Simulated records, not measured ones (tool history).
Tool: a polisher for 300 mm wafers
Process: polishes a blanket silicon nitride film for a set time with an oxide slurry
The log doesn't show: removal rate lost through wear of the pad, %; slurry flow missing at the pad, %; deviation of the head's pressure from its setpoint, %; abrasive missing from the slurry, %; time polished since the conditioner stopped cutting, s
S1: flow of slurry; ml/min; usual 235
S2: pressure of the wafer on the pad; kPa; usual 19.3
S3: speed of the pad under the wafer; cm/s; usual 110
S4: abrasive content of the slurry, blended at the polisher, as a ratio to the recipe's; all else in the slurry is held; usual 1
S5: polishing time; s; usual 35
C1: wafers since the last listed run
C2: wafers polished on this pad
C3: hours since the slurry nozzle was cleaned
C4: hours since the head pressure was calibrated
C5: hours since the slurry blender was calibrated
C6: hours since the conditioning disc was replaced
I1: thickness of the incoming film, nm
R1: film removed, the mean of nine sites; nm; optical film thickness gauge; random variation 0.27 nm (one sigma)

run,hour,S1,S2,S3,S4,S5,C1,C2,C3,C4,C5,C6,I1,R1
1,0,235,19.3,110,1,26,0,298,34,223.1,16,406.2,409.9,16.3
# hour 9.1: conditioning disc replaced and pad reconditioned
2,26.9,235,19.3,110,1,26,352,651,60.9,250,42.9,17.8,414.2,16.4
3,46.1,235,19.3,110,1,35,271,923,80.1,269.2,62.1,37,407.8,21.6
4,79.8,250,19.3,80,1,35,477,1400,113.8,302.9,95.8,70.7,417,17.1
5,113.3,250,19.3,80,1,35,474,1874,147.3,336.4,129.3,104.2,412.7,17.4
6,135.7,250,19.3,80,1,35,317,2191,169.7,358.8,151.7,126.6,406.8,17.2
7,153.5,300,19.3,110,1,41,251,2443,187.5,376.6,169.5,144.4,401.1,26.7
8,183.1,285,14.5,122,1.25,35,419,2862,217.1,406.2,199.1,174,413.4,20
# hour 195.6: worn pad replaced by a new one
# hour 207.9: slurry blender recalibrated
9,213.4,235,15.2,110,1,35,344,224,247.4,436.5,5.5,204.3,406.3,17
10,225.8,235,19.3,110,1,24,175,399,259.8,448.9,17.9,216.7,412.5,14.7
11,244.3,235,19.3,110,1,39,261,661,278.3,467.4,36.4,235.2,414.4,24.1
# hour 260.1: head pressure recalibrated
12,271.6,235,24.1,98,0.9,23,358,1019,305.6,11.5,63.7,262.5,411.9,15.2
13,300.1,185,24.8,128,1,44,403,1423,334.1,40,92.2,291,409,37.3
14,331.7,235,12.4,110,1,35,447,1870,365.7,71.6,123.8,322.6,418.1,13.9
15,359,235,19.3,110,1,35,386,2257,393,98.9,151.1,349.9,410.9,21.1
# hour 365.1: worn pad replaced by a new one
16,390.8,235,19.3,110,1,35,393,363,424.8,130.7,182.9,381.7,409.8,21.1
# hour 413.8: slurry blender recalibrated
# hour 416: slurry nozzle cleaned
17,423.7,260,19.3,110,1,35,423,786,7.7,163.6,9.9,414.6,406,22.5
# hour 442.8: conditioning disc replaced and pad reconditioned
18,450.2,235,19.3,110,1,25,346,1133,34.2,190.1,36.4,7.4,417.8,15.7
19,471.5,235,19.3,110,1.15,35,301,1435,55.5,211.4,57.7,28.7,411.6,23.3
20,488.9,235,19.3,110,1,35,246,1681,72.9,228.8,75.1,46.1,408.6,22.1
21,524.2,180,19.3,110,1,35,499,2181,108.2,264.1,110.4,81.4,410.2,21.6
# hour 534: worn pad replaced by a new one
22,555.7,235,16.5,110,1,35,389,306,139.7,295.6,141.9,112.9,409.9,18.9
23,575.5,235,22.1,110,1,35,280,587,159.5,315.4,161.7,132.7,406.9,25.1
24,601.1,235,19.3,110,1,35,362,949,185.1,341,187.3,158.3,410.6,21.1
25,617,260,26.2,110,1,26,225,1174,201,356.9,203.2,174.2,409.1,21.8

4 ways to go on from here, each from the tool as it stands after run 25. What would each give?
A,617.4,235,19.3,126,1,35,5,1180,201.4,357.3,203.6,174.6,409.9,?
B,617.4,235,13.1,80,0.9,46,5,1180,201.4,357.3,203.6,174.6,409.9,?
C,617.4,235,23.4,110,0.7,46,5,1180,201.4,357.3,203.6,174.6,409.9,?
D,617.4,235,19.3,80,1,35,5,1180,201.4,357.3,203.6,174.6,409.9,?

run,R1
A,24.4
B,14.3
C,28.1
D,17
Without the tool's hidden state the same runs would have given:
run,R1
A,25.2
B,14.8
C,29
D,17.5

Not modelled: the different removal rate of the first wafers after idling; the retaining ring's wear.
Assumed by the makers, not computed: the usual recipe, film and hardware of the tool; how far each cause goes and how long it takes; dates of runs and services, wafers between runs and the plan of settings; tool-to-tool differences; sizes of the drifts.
